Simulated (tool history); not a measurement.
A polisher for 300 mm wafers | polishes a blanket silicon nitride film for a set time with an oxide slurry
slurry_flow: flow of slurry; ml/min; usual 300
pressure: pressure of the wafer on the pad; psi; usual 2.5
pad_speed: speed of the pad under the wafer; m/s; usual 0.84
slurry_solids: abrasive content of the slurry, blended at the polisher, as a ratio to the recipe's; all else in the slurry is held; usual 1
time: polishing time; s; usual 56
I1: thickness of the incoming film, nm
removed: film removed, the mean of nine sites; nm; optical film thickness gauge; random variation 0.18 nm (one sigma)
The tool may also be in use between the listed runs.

run 1 day=0 | slurry_flow=300 pressure=2.5 pad_speed=1.08 slurry_solids=1 time=40 | I1=586.7 | removed=18
run 2 day=0.704 | slurry_flow=300 pressure=3.1 pad_speed=0.84 slurry_solids=1 time=56 | I1=598.4 | removed=24.5
run 3 day=1.292 | slurry_flow=300 pressure=3.1 pad_speed=0.84 slurry_solids=1 time=56 | I1=607.7 | removed=24.5
run 4 day=1.592 | slurry_flow=300 pressure=3.1 pad_speed=0.84 slurry_solids=1 time=56 | I1=593.3 | removed=24
run 5 day=2.046 | slurry_flow=300 pressure=2.5 pad_speed=0.98 slurry_solids=1 time=56 | I1=608.4 | removed=23.5
run 6 day=2.725 | slurry_flow=300 pressure=2.5 pad_speed=0.98 slurry_solids=1 time=56 | I1=604.8 | removed=23.8
run 7 day=3.171 | slurry_flow=300 pressure=2.5 pad_speed=0.98 slurry_solids=1 time=56 | I1=596.1 | removed=23.5
run 8 day=3.479 | slurry_flow=300 pressure=2.5 pad_speed=0.68 slurry_solids=1 time=56 | I1=596.1 | removed=17.2
run 9 day=4.654 | slurry_flow=300 pressure=3.1 pad_speed=0.84 slurry_solids=1 time=56 | I1=596 | removed=24.2
run 10 day=5.292 | slurry_flow=300 pressure=3 pad_speed=1 slurry_solids=1 time=56 | I1=600.4 | removed=27.2
run 11 day=5.733 | slurry_flow=300 pressure=3.1 pad_speed=0.84 slurry_solids=1 time=56 | I1=588.6 | removed=24.1
run 12 day=6.308 | slurry_flow=215 pressure=2.5 pad_speed=0.84 slurry_solids=1 time=56 | I1=598.4 | removed=20.4
run 13 day=6.862 | slurry_flow=340 pressure=3.1 pad_speed=0.84 slurry_solids=1 time=65 | I1=606.1 | removed=28.4
run 14 day=7.3 | slurry_flow=300 pressure=2.1 pad_speed=0.84 slurry_solids=1.1 time=72 | I1=608 | removed=24.7
run 15 day=8.004 | slurry_flow=220 pressure=2.5 pad_speed=0.84 slurry_solids=1 time=56 | I1=592.1 | removed=20.3
run 16 day=8.246 | slurry_flow=300 pressure=2.7 pad_speed=0.84 slurry_solids=1 time=41 | I1=608.1 | removed=16
run 17 day=8.512 | slurry_flow=255 pressure=1.6 pad_speed=0.84 slurry_solids=1 time=73 | I1=598.9 | removed=19.4
run 18 day=8.85 | slurry_flow=365 pressure=2.5 pad_speed=0.84 slurry_solids=1 time=56 | I1=596.4 | removed=21.2
run 19 day=9.392 | slurry_flow=300 pressure=3.2 pad_speed=0.76 slurry_solids=1 time=75 | I1=603.6 | removed=31.2
run 20 day=9.721 | slurry_flow=300 pressure=3.1 pad_speed=0.84 slurry_solids=1 time=56 | I1=595.5 | removed=24.7
run 21 day=10.462 | slurry_flow=300 pressure=2.5 pad_speed=0.84 slurry_solids=1 time=68 | I1=606.9 | removed=24.9
run 22 day=10.942 | slurry_flow=300 pressure=1.8 pad_speed=0.84 slurry_solids=1 time=56 | I1=609.9 | removed=16.4
run 23 day=11.304 | slurry_flow=360 pressure=2.5 pad_speed=0.84 slurry_solids=1 time=56 | I1=601.4 | removed=20.9
run 24 day=11.846 | slurry_flow=300 pressure=2.5 pad_speed=0.84 slurry_solids=1 time=56 | I1=597.4 | removed=20.5
run 25 day=12.129 | slurry_flow=300 pressure=2.5 pad_speed=0.84 slurry_solids=1 time=56 | I1=608.7 | removed=20.6

Not shown: 8 entries that the log had between the listed runs. Between which runs, and how does the tool's hidden state differ before and after?
Between runs 2 and 3: worn pad replaced by a new one (day 1.075)
  no hidden state differs between the two runs
Between runs 7 and 8: slurry nozzle cleaned (day 3.254)
  no hidden state differs between the two runs
Between runs 9 and 10: worn pad replaced by a new one (day 4.833); slurry blender recalibrated (day 5.221)
  no hidden state differs between the two runs
Between runs 11 and 12: head pressure recalibrated (day 5.842)
  no hidden state differs between the two runs
Between runs 14 and 15: worn pad replaced by a new one (day 7.983)
  no hidden state differs between the two runs
Between runs 15 and 16: conditioning disc replaced and pad reconditioned (day 8.2)
  no hidden state differs between the two runs
Between runs 23 and 24: worn pad replaced by a new one (day 11.588)
  no hidden state differs between the two runs
